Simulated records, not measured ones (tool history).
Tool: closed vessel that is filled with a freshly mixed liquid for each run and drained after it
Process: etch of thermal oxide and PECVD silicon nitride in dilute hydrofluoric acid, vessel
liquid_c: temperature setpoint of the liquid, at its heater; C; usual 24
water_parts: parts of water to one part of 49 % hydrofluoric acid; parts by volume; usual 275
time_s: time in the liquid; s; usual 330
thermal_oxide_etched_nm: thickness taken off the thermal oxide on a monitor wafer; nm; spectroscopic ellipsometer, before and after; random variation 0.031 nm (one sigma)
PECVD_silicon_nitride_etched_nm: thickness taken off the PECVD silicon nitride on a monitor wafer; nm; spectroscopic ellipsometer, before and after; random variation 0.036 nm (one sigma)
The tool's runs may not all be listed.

| run | hour | liquid_c | water_parts | time_s | wafers since the last listed run | hours since the thermometer was replaced | hours since the hydrofluoric acid flow meter was replaced | hours since the gauge calibration | read-back film thickness of the thermal oxide reference wafer, read on the same gauge (nm) | read-back film thickness of the PECVD silicon nitride reference wafer, read on the same gauge (nm) | thermal_oxide_etched_nm | PECVD_silicon_nitride_etched_nm |
|---|---|---|---|---|---|---|---|---|---|---|---|---|
| 1 | 0 | 24 | 275 | 400 | 0 | 865 | 1097.1 | 793.6 | 89.96 | 80.004 | 6.281 | 3.456 |
| 2 | 94.7 | 24 | 275 | 400 | 5582 | 959.7 | 1191.8 | 888.3 | 89.998 | 79.992 | 6.374 | 3.396 |
|  | 114.3 | thermometer replaced |
| 3 | 175.5 | 24 | 275 | 215 | 4704 | 61.2 | 1272.6 | 969.1 | 90.027 | 80.017 | 3.575 | 2.034 |
| 4 | 262.9 | 24 | 275 | 330 | 5152 | 148.6 | 1360 | 1056.5 | 90.008 | 80.032 | 5.54 | 3.106 |
| 5 | 326.6 | 24 | 275 | 330 | 3755 | 212.3 | 1423.7 | 1120.2 | 89.992 | 79.985 | 5.585 | 3.147 |
| 6 | 425.7 | 24 | 275 | 330 | 5842 | 311.4 | 1522.8 | 1219.3 | 89.96 | 79.982 | 5.591 | 3.169 |
|  | 487.8 | thermometer replaced, repeated, since the last time left the tool worse |
|  | 505.2 | gauge calibrated |
| 7 | 530.7 | 24 | 275 | 330 | 6130 | 42.9 | 1627.8 | 25.5 | 90.017 | 79.996 | 5.01 | 2.676 |
| 8 | 569.6 | 24 | 275 | 330 | 2293 | 81.8 | 1666.7 | 64.4 | 89.999 | 79.987 | 4.987 | 2.762 |
| 9 | 607.3 | 24 | 275 | 330 | 2222 | 119.5 | 1704.4 | 102.1 | 89.937 | 80.017 | 5.061 | 2.588 |
| 10 | 701.6 | 26.5 | 170 | 330 | 5559 | 213.8 | 1798.7 | 196.4 | 89.979 | 80.001 | 9.971 | 5.052 |
| 11 | 784.4 | 24 | 275 | 330 | 4881 | 296.6 | 1881.5 | 279.2 | 90.011 | 79.988 | 5.058 | 2.728 |
|  | 858 | hydrofluoric acid flow meter replaced |
| 12 | 865.6 | 24 | 325 | 215 | 4727 | 377.8 | 7.6 | 360.4 | 90.014 | 80.029 | 2.692 | 1.494 |
| 13 | 909.7 | 25.5 | 195 | 160 | 2599 | 421.9 | 51.7 | 404.5 | 90.001 | 80.009 | 4.011 | 2.072 |
| 14 | 950.3 | 19.5 | 400 | 330 | 2393 | 462.5 | 92.3 | 445.1 | 90.012 | 80 | 2.663 | 1.452 |
| 15 | 1002 | 26 | 275 | 280 | 3047 | 514.2 | 144 | 496.8 | 89.989 | 80.011 | 4.662 | 2.673 |
| 16 | 1066.9 | 22 | 275 | 460 | 3825 | 579.1 | 208.9 | 561.7 | 90.001 | 80 | 6.677 | 3.381 |
| 17 | 1107.6 | 19.5 | 275 | 330 | 2399 | 619.8 | 249.6 | 602.4 | 90.046 | 80.029 | 4.375 | 2.122 |
| 18 | 1312.9 | 22 | 275 | 460 | 12102 | 825.1 | 454.9 | 807.7 | 89.96 | 79.978 | 6.699 | 3.478 |
| 19 | 1362.4 | 21 | 410 | 495 | 2918 | 874.6 | 504.4 | 857.2 | 89.96 | 79.984 | 4.199 | 2.433 |
| 20 | 1448.2 | 24 | 275 | 390 | 5058 | 960.4 | 590.2 | 943 | 89.984 | 80.018 | 6.098 | 3.486 |

Run 21, settings as shown, results not yet in. Your forecast:
| 21 | 1552.1 | 29 | 275 | 330 | 6125 | 1064.3 | 694.1 | 1046.9 | ? | ? | ? | ? |

{"run 21": {"read-back film thickness of the thermal oxide reference wafer, read on the same gauge (nm)": 90.012, "read-back film thickness of the PECVD silicon nitride reference wafer, read on the same gauge (nm)": 79.96, "thermal_oxide_etched_nm": 6.198, "PECVD_silicon_nitride_etched_nm": 3.938}}
On a tool with no hidden condition, and with the same random variation, this run would have come out at thermal_oxide_etched_nm 5.896 nm, PECVD_silicon_nitride_etched_nm 3.605 nm.
